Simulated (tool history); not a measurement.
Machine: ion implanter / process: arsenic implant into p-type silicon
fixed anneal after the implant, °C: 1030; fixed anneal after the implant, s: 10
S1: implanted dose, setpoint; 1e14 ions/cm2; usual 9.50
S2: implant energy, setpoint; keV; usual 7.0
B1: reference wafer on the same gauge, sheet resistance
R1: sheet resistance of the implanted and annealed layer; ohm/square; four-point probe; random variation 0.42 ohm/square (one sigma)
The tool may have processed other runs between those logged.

run,hour,S1,S2,B1,R1
1,0.0,9.50,7.0,140.95,151.26
2,17.9,9.50,7.0,141.01,150.67
3,37.2,9.50,7.0,140.96,150.01
4,64.9,9.50,7.0,141.10,150.17
5,81.4,9.50,7.0,140.89,150.19
6,109.3,9.50,7.0,141.00,149.36
7,142.5,9.50,7.0,141.11,149.68
8,166.1,9.50,7.0,140.93,149.77
9,191.8,10.29,7.0,141.05,144.74
10,207.4,10.29,7.0,140.96,144.32
11,232.4,9.50,5.0,140.98,155.13
# hour 257.2: Faraday cup replaced and dose calibrated
12,264.0,9.50,7.0,141.03,152.24
13,285.2,9.50,7.0,141.06,152.27
14,367.1,10.62,9.5,140.86,139.65
15,387.2,9.50,7.0,140.93,152.26
16,422.9,9.50,6.5,140.89,152.62
# hour 451.8: gauge calibrated
# hour 457.2: extraction supply calibrated
17,457.7,9.50,7.0,141.20,152.26
18,471.7,9.50,4.5,141.08,159.88
19,502.2,10.25,6.5,140.99,148.53
20,528.9,8.11,5.0,140.85,169.43
21,556.1,9.50,7.0,141.03,152.82
22,571.9,9.50,9.0,141.04,148.06
23,662.3,9.50,7.0,140.99,151.80
24,691.1,7.47,5.0,140.98,175.48

4 options for the next run, each taken on its own from the tool as it stands now. Forecast them:
A,691.5,9.50,7.0,?,?
B,691.5,8.36,9.0,?,?
C,691.5,7.31,5.0,?,?
D,691.5,7.70,6.0,?,?

run,B1,R1
A,141.02,151.71
B,141.02,156.40
C,141.02,177.82
D,141.02,170.33
Without the tool's unlogged condition, the same runs would have read:
run,R1
A,152.07
B,156.85
C,178.32
D,170.81

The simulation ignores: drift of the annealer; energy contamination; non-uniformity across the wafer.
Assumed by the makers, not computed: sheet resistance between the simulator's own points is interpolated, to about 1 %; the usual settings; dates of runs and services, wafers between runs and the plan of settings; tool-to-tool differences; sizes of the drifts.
